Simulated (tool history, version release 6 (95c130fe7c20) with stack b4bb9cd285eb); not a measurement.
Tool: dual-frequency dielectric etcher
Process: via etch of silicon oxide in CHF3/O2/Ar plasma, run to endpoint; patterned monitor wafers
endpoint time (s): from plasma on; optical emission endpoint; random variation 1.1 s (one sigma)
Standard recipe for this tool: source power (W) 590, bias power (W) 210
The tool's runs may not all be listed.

run    hour  source power (W)  bias power (W)  wafers since the last listed run  hours since the last wet clean  hours since the last source power generator calibration  hours since the last bias power generator calibration  hours since the last upper electrode change  incoming incoming film thickness, nm  endpoint time (s)
  1       0               590             199                                 0                           210.3                                                   2616.5                                                 1223.9                                       3606.4                                 609.8              278.1
  2    67.9               590             199                               203                           278.2                                                   2684.4                                                 1291.8                                       3674.3                                 616.3              281.8
  3   181.6               590             199                               340                           391.9                                                   2798.1                                                 1405.5                                         3788                                 609.3              276.9
  4   233.3               520             210                               155                           443.6                                                   2849.8                                                 1457.2                                       3839.7                                 617.4                279
      266.1  -- wet clean of the chamber
  5   283.3               480             210                                77                            17.2                                                   2899.8                                                 1507.2                                       3889.7                                 611.6              285.4
  6   328.8               590             210                               136                            62.7                                                   2945.3                                                 1552.7                                       3935.2                                 608.6              271.9
  7   397.2               590             210                               205                           131.1                                                   3013.7                                                 1621.1                                       4003.6                                 617.5              275.9
  8   446.1               590             210                               146                             180                                                   3062.6                                                   1670                                       4052.5                                 613.4              273.9
  9   511.7               590             210                               196                           245.6                                                   3128.2                                                 1735.6                                       4118.1                                 606.8              268.7
 10   553.9               510             210                               126                           287.8                                                   3170.4                                                 1777.8                                       4160.3                                 615.1              282.7
      587.1  -- upper electrode replaced
 11     620               560             210                               126                           353.9                                                   3236.5                                                 1843.9                                         32.9                                 611.5              275.3
 12   689.8               560             210                               209                           423.7                                                   3306.3                                                 1913.7                                        102.7                                 613.4              274.4
      719.1  -- source power generator calibrated
      725.7  -- bias power generator calibrated
      745.3  -- wet clean of the chamber
 13   868.6               590             190                               453                           123.3                                                    149.5                                                  142.9                                        281.5                                 606.1              283.8
 14   938.5               590             190                               209                           193.2                                                    219.4                                                  212.8                                        351.4                                 611.6              285.4
 15   995.3               590             190                               170                             250                                                    276.2                                                  269.6                                        408.2                                 615.6              288.1
 16  1035.1               470             180                               119                           289.8                                                      316                                                  309.4                                          448                                 612.4              306.9
 17  1100.4               480             210                               195                           355.1                                                    381.3                                                  374.7                                        513.3                                 613.8              281.6
 18  1156.1               670             173                               167                           410.8                                                      437                                                  430.4                                          569                                 604.8              286.9
 19    1181               590             244                                74                           435.7                                                    461.9                                                  455.3                                        593.9                                 610.5              250.8

The next listed run, before its measurement:
     1238.9  -- wet clean of the chamber
 20  1239.4               700             261                               103                             0.5                                                    520.3                                                  513.7                                        652.3                                   619                  ?

For run 20 the tool returned endpoint time (s) 241.9.
Had the tool carried no hidden state, the very same run would have given endpoint time (s) 242.
